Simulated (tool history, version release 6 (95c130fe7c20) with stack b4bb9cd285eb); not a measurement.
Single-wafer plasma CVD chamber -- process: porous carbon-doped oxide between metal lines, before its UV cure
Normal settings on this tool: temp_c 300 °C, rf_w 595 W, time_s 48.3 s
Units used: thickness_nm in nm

run	hour	temp_c	rf_w	time_s	read-back reference wafer on the same gauge, thickness_nm	thickness_nm
1	0.0	293	595	53.0	358.042	329.252
2	8.2	296	595	48.3	357.968	296.213
3	21.2	296	595	48.3	358.034	295.285
4	32.3	296	595	48.3	358.030	294.891
5	48.7	300	595	48.3	357.920	288.146
# hour 96.1: thermocouple changed; heater temperature recalibrated
6	97.1	300	595	48.3	358.020	295.437
7	106.5	300	595	48.3	357.991	295.973
8	114.5	305	595	48.3	358.035	286.559
9	122.7	289	640	51.0	357.915	358.173
# hour 137.8: showerhead replaced
10	138.3	300	595	55.2	358.000	337.645
11	149.4	305	655	48.3	358.040	314.279
# hour 159.0: gauge calibrated
12	160.5	288	595	45.3	357.991	299.598

For run 13, what comes out?
# hour 173.7: RF generator calibrated
13	174.2	300	595	48.3	?	?

read-back reference wafer on the same gauge, thickness_nm: 358.039
thickness_nm: 322.405 nm
Without the tool's hidden state the same run would have given thickness_nm 325.787 nm.
